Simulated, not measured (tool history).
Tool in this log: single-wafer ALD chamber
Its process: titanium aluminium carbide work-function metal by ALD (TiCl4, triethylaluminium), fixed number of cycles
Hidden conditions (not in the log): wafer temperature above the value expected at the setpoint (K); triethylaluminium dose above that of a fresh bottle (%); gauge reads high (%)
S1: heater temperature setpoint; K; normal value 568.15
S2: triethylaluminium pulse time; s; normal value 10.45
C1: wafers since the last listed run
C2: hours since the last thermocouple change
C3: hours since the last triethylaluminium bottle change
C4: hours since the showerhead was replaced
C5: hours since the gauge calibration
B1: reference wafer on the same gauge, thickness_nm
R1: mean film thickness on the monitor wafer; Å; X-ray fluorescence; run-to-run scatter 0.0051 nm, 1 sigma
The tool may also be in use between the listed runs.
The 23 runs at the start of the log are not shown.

| run | hour | S1 | S2 | C1 | C2 | C3 | C4 | C5 | B1 | R1 |
|---|---|---|---|---|---|---|---|---|---|---|
| 24 | 2045.4 | 561.15 | 12.72 | 760 | 450.4 | 312.6 | 271.1 | 847 | 2.291 | 20.27 |
| 25 | 2082.8 | 575.15 | 6.91 | 357 | 487.8 | 350 | 308.5 | 884.4 | 2.289 | 19.62 |
| 26 | 2166.4 | 563.15 | 13.42 | 798 | 571.4 | 433.6 | 392.1 | 968 | 2.289 | 20.53 |
| 27 | 2204.1 | 583.15 | 8.02 | 360 | 609.1 | 471.3 | 429.8 | 1005.7 | 2.29 | 21.3 |
| 28 | 2267.9 | 568.15 | 10.45 | 609 | 672.9 | 535.1 | 493.6 | 1069.5 | 2.289 | 20.63 |
| 29 | 2365.8 | 568.15 | 9.37 | 935 | 770.8 | 633 | 591.5 | 1167.4 | 2.288 | 20.3 |
| 30 | 2467.9 | 568.15 | 10.45 | 975 | 872.9 | 735.1 | 693.6 | 1269.5 | 2.288 | 20.69 |
|  | 2585.9 | triethylaluminium bottle replaced |
| 31 | 2664.7 | 568.15 | 6.89 | 1803 | 1069.7 | 78.8 | 890.4 | 1466.3 | 2.291 | 19 |
| 32 | 2741.7 | 561.15 | 10.45 | 735 | 1146.7 | 155.8 | 967.4 | 1543.3 | 2.289 | 19.93 |
| 33 | 2785.2 | 562.15 | 8.63 | 415 | 1190.2 | 199.3 | 1010.9 | 1586.8 | 2.29 | 19.57 |

Branching from run 33: 4 alternative next runs. What would each branch give?
| A | 2785.6 | 579.15 | 10.45 | 3 | 1190.6 | 199.7 | 1011.3 | 1587.2 | ? | ? |
| B | 2785.6 | 554.15 | 10.45 | 3 | 1190.6 | 199.7 | 1011.3 | 1587.2 | ? | ? |
| C | 2785.6 | 562.15 | 10.45 | 3 | 1190.6 | 199.7 | 1011.3 | 1587.2 | ? | ? |
| D | 2785.6 | 575.15 | 13.36 | 3 | 1190.6 | 199.7 | 1011.3 | 1587.2 | ? | ? |

| run | B1 | R1 |
|---|---|---|
| A | 2.291 | 21.9 |
| B | 2.291 | 19.32 |
| C | 2.291 | 20.14 |
| D | 2.291 | 21.9 |
The same runs, with their run-to-run variation unchanged, on a tool lacking any hidden condition would have given:
| run | R1 |
|---|---|
| A | 21.63 |
| B | 19.05 |
| C | 19.87 |
| D | 21.62 |
